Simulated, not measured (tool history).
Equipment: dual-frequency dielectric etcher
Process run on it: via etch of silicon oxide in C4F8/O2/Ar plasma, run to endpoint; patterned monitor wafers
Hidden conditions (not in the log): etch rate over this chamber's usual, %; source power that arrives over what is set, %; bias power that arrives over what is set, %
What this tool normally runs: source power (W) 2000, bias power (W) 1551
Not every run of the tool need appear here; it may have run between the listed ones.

run	day	source power (W)	bias power (W)	wafers since the last listed run	hours since the last wet clean	hours since the last source power generator calibration	hours since the last bias power generator calibration	hours since the last upper electrode change	incoming incoming film thickness, nm	endpoint time (s)
1	0.000	2000	1551	0	442.6	2494.7	2099.8	3500.2	1460.4	303.0
2	0.829	2000	1551	159	462.5	2514.6	2119.7	3520.1	1461.0	306.3
3	1.996	2000	1551	224	490.5	2542.6	2147.7	3548.1	1472.5	304.8
4	2.492	2000	1551	95	502.4	2554.5	2159.6	3560.0	1460.1	297.5
5	3.171	2000	1307	130	518.7	2570.8	2175.9	3576.3	1479.0	322.6
6	4.296	2000	1307	216	545.7	2597.8	2202.9	3603.3	1468.4	323.8
# day 4.704: source power generator calibrated
7	4.858	2000	1307	76	559.2	3.7	2216.4	3616.8	1461.3	324.1
8	5.354	2000	1820	95	571.1	15.6	2228.3	3628.7	1464.3	285.0
# day 6.479: upper electrode replaced
# day 6.604: wet clean of the chamber
# day 6.679: bias power generator calibrated
9	6.700	1550	1385	28	2.3	47.9	0.5	5.3	1453.4	375.0
10	6.717	1540	1182	3	2.7	48.3	0.9	5.7	1446.3	399.7
11	7.025	2000	1888	59	10.1	55.7	8.3	13.1	1458.0	279.5
12	7.367	1820	1551	65	18.3	63.9	16.5	21.3	1462.0	322.2
13	8.067	1790	1551	134	35.1	80.7	33.3	38.1	1446.0	320.7
14	8.329	1640	1333	50	41.4	87.0	39.6	44.4	1451.9	365.5
15	8.846	2000	1551	99	53.8	99.4	52.0	56.8	1468.3	302.6

Below are 4 alternative next runs, each starting from the tool's condition after run 15. Predict each:
A	8.867	2000	1551	4	54.3	99.9	52.5	57.3	1457.6	?
B	8.867	2500	1932	4	54.3	99.9	52.5	57.3	1457.6	?
C	8.867	1560	1894	4	54.3	99.9	52.5	57.3	1457.6	?
D	8.867	2440	1430	4	54.3	99.9	52.5	57.3	1457.6	?

run	endpoint time (s)
A	300.4
B	242.4
C	331.3
D	273.7
What these runs would have given with no unlogged condition in the tool:
run	endpoint time (s)
A	300.4
B	242.4
C	331.3
D	273.7
